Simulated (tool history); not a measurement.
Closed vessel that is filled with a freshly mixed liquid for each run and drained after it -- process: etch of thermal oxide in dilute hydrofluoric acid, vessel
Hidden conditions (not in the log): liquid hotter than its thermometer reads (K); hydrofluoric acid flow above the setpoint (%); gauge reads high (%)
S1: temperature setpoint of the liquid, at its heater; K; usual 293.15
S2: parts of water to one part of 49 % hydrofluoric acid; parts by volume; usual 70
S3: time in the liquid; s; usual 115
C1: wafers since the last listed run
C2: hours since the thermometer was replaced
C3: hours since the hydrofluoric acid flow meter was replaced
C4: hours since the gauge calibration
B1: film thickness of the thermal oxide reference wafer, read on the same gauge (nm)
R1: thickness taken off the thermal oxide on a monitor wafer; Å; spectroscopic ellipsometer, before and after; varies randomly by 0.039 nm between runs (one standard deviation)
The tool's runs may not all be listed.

run	hour	S1	S2	S3	C1	C2	C3	C4	B1	R1
1	0	293.15	70	115	0	1775.5	2081.8	112.8	140.02	69.7
2	10.8	293.15	70	115	1077	1786.3	2092.6	123.6	140.07	69.8
3	18.9	293.15	70	115	808	1794.4	2100.7	131.7	139.97	70.4
4	34.5	290.15	70	115	1556	1810	2116.3	147.3	140	61.4
# hour 38.9: gauge calibrated
5	47.7	290.15	70	115	1317	1823.2	2129.5	8.8	139.98	61.4
6	58.7	290.15	70	115	1097	1834.2	2140.5	19.8	139.97	60.8
7	69.8	293.15	70	115	1107	1845.3	2151.6	30.9	140.04	70.3
8	76.9	293.15	70	115	708	1852.4	2158.7	38	140.01	69.2
9	88.3	293.15	70	115	1137	1863.8	2170.1	49.4	140.01	69.4
10	105.2	293.15	85	75	1686	1880.7	2187	66.3	140.02	36.4
# hour 108: hydrofluoric acid flow meter replaced
11	111.9	290.15	100	115	568	1887.4	3.9	73	139.94	41.4
12	117.9	293.15	60	65	598	1893.4	9.9	79	140.02	46.5
13	126.9	296.15	95	55	898	1902.4	18.9	88	140.02	26.8

What does the tool deliver on the next run?
14	134.1	293.15	70	115	718	1909.6	26.1	95.2	?	?

B1: 139.98
R1: 69.2 Å
With no hidden state in the tool, this same run would have given R1 69.2 Å.

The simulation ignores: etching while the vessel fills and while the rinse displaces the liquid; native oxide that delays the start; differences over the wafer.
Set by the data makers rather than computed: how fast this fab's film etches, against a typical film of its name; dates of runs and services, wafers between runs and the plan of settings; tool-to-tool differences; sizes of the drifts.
